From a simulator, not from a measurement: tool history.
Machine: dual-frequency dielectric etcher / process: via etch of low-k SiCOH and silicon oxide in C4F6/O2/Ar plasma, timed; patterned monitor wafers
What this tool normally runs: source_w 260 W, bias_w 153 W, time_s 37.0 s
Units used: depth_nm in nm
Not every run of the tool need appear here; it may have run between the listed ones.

run,hour,source_w,bias_w,time_s,wafers since the last listed run,hours since the last wet clean,hours since the last source power generator calibration,hours since the last bias power generator calibration,hours since the last upper electrode change,hours since the gauge calibration,"read-back reference wafer on the same gauge, depth_nm",depth_nm
1,0.0,260,153,32.0,0,332.4,2222.2,2561.6,4143.8,1012.6,101.3,72.4
# hour 220.6: wet clean of the chamber
2,317.9,260,153,32.0,2975,97.3,2540.1,2879.5,4461.7,1330.5,101.3,73.7
3,415.8,260,153,32.0,991,195.2,2638.0,2977.4,4559.6,1428.4,101.3,73.1
4,480.2,260,153,37.0,651,259.6,2702.4,3041.8,4624.0,1492.8,101.4,84.5
5,575.9,260,153,37.0,968,355.3,2798.1,3137.5,4719.7,1588.5,101.3,84.1
# hour 720.2: gauge calibrated
# hour 767.0: wet clean of the chamber
# hour 786.7: upper electrode replaced
6,787.2,260,153,37.0,1696,20.2,3009.4,3348.8,0.5,67.0,101.4,84.6
7,795.4,290,153,29.0,83,28.4,3017.6,3357.0,8.7,75.2,101.2,67.7
8,893.3,260,153,31.5,991,126.3,3115.5,3454.9,106.6,173.1,101.4,71.3
9,959.5,260,153,31.5,670,192.5,3181.7,3521.1,172.8,239.3,101.3,71.4
10,1063.7,230,153,42.0,1054,296.7,3285.9,3625.3,277.0,343.5,101.3,91.9
# hour 1151.3: bias power generator calibrated
11,1158.2,260,153,37.0,916,391.2,3380.4,6.9,371.5,438.0,101.2,85.3
12,1204.1,280,122,37.0,464,437.1,3426.3,52.8,417.4,483.9,101.3,76.3
13,1288.1,260,153,43.5,850,521.1,3510.3,136.8,501.4,567.9,101.3,99.0
14,1335.3,260,179,28.0,477,568.3,3557.5,184.0,548.6,615.1,101.3,68.4
15,1401.4,210,153,45.5,669,634.4,3623.6,250.1,614.7,681.2,101.3,98.1
# hour 1484.7: wet clean of the chamber
16,1494.4,260,153,32.0,698,9.7,3716.6,343.1,707.7,774.2,101.3,74.8
17,1596.5,260,153,37.0,1033,111.8,3818.7,445.2,809.8,876.3,101.3,86.0
# hour 1623.3: source power generator calibrated
18,1699.3,260,153,37.0,1000,214.6,76.0,548.0,912.6,979.1,101.2,85.8
19,1744.7,260,153,30.5,459,260.0,121.4,593.4,958.0,1024.5,101.2,70.3
# hour 2043.2: wet clean of the chamber
20,2050.9,260,117,43.0,2856,7.7,427.6,899.6,1264.2,1330.7,101.2,87.0

What differs in the tool's unlogged condition from the final listed run ahead of each entry between runs to the first listed run following it?
Run 1 -> run 2: wet clean of the chamber (hour 220.6)
  etch rate over this chamber's usual, %: -2.02 -> -0.0563; bias power that arrives over what is set, %: -3.67 -> -3.83
  the result without the hidden state subtracted from the measured one, depth_nm: -2.9 -> -1.6 nm
Run 5 -> run 6: gauge calibrated (hour 720.2); wet clean of the chamber (hour 767.0); upper electrode replaced (hour 786.7)
  etch rate over this chamber's usual, %: -1.54 -> -0.717; bias power that arrives over what is set, %: -3.93 -> -4.01
  the result without the hidden state subtracted from the measured one, depth_nm: -3.1 -> -2.4 nm
Run 10 -> run 11: bias power generator calibrated (hour 1151.3)
  etch rate over this chamber's usual, %: -2.31 -> -2.85; bias power that arrives over what is set, %: -4.09 -> 1.11
  the result without the hidden state subtracted from the measured one, depth_nm: -4.2 -> -2.0 nm
Run 15 -> run 16: wet clean of the chamber (hour 1484.7)
  etch rate over this chamber's usual, %: -4.26 -> -0.245; bias power that arrives over what is set, %: 0.23 -> -0.0664
  the result without the hidden state subtracted from the measured one, depth_nm: -4.2 -> -0.2 nm
Run 17 -> run 18: source power generator calibrated (hour 1623.3)
  etch rate over this chamber's usual, %: -0.834 -> -1.43; bias power that arrives over what is set, %: -0.369 -> -0.651
  the result without the hidden state subtracted from the measured one, depth_nm: -0.8 -> -1.5 nm
Run 19 -> run 20: wet clean of the chamber (hour 2043.2)
  etch rate over this chamber's usual, %: -1.69 -> -0.487; bias power that arrives over what is set, %: -0.768 -> -1.46
  the result without the hidden state subtracted from the measured one, depth_nm: -1.4 -> -1.0 nm
